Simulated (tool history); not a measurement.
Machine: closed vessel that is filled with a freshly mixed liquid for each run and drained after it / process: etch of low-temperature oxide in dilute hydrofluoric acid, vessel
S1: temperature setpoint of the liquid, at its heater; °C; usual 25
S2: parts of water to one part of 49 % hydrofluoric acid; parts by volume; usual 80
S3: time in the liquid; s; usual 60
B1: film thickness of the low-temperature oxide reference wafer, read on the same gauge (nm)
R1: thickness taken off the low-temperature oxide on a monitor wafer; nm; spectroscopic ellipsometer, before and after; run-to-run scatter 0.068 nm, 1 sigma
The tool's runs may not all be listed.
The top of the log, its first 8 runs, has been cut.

| run | day | S1 | S2 | S3 | B1 | R1 |
|---|---|---|---|---|---|---|
| 9 | 3.35 | 25 | 55 | 60 | 90 | 28.04 |
| 10 | 3.817 | 25 | 80 | 60 | 90 | 18.81 |
| 11 | 4.467 | 28 | 80 | 60 | 89.99 | 21.06 |
| 12 | 5.021 | 28 | 80 | 60 | 89.99 | 21.11 |
|  | 5.538 | thermometer replaced |
| 13 | 5.746 | 28 | 80 | 60 | 90 | 22.99 |
| 14 | 6.183 | 26.5 | 110 | 60 | 89.98 | 15.07 |
| 15 | 6.579 | 26.5 | 110 | 85 | 90 | 21.25 |
| 16 | 6.954 | 29 | 80 | 60 | 89.96 | 23.7 |
| 17 | 7.467 | 29 | 80 | 80 | 90.03 | 31.58 |
|  | 7.854 | hydrofluoric acid flow meter replaced |
|  | 8.046 | gauge calibrated |
| 18 | 8.171 | 25 | 80 | 60 | 90 | 20.15 |
| 19 | 8.688 | 25 | 80 | 60 | 89.96 | 20.33 |
| 20 | 9.012 | 27.5 | 100 | 60 | 90.01 | 17.4 |
| 21 | 10.45 | 25 | 80 | 60 | 89.97 | 20.17 |
| 22 | 10.962 | 21 | 95 | 80 | 90.01 | 18.96 |
| 23 | 11.629 | 25 | 80 | 60 | 89.96 | 20.05 |
| 24 | 12.3 | 23 | 60 | 80 | 90 | 33.86 |
| 25 | 12.892 | 25 | 80 | 60 | 89.97 | 20.15 |
| 26 | 13.158 | 29.5 | 40 | 95 | 89.98 | 80.63 |
| 27 | 13.696 | 20 | 80 | 60 | 89.98 | 16.44 |
| 28 | 14.025 | 21 | 55 | 70 | 90.01 | 29.62 |
| 29 | 14.525 | 21.5 | 95 | 45 | 89.99 | 10.79 |
| 30 | 14.892 | 25 | 80 | 70 | 90.01 | 23.42 |
| 31 | 15.275 | 20.5 | 80 | 60 | 90.01 | 16.67 |

Forecast each of these 5 alternatives for the next run:
| A | 15.304 | 25 | 115 | 60 | ? | ? |
| B | 15.304 | 25 | 70 | 60 | ? | ? |
| C | 15.304 | 26.5 | 40 | 50 | ? | ? |
| D | 15.304 | 25 | 80 | 75 | ? | ? |
| E | 15.304 | 21 | 45 | 90 | ? | ? |

| run | B1 | R1 |
|---|---|---|
| A | 90.01 | 13.29 |
| B | 90.01 | 23.09 |
| C | 90.01 | 37.28 |
| D | 90.01 | 24.93 |
| E | 90.01 | 47.11 |
The same runs, with their run-to-run variation unchanged, on a tool lacking any hidden condition would have given:
| run | R1 |
|---|---|
| A | 13.61 |
| B | 23.69 |
| C | 38.25 |
| D | 25.57 |
| E | 48.39 |

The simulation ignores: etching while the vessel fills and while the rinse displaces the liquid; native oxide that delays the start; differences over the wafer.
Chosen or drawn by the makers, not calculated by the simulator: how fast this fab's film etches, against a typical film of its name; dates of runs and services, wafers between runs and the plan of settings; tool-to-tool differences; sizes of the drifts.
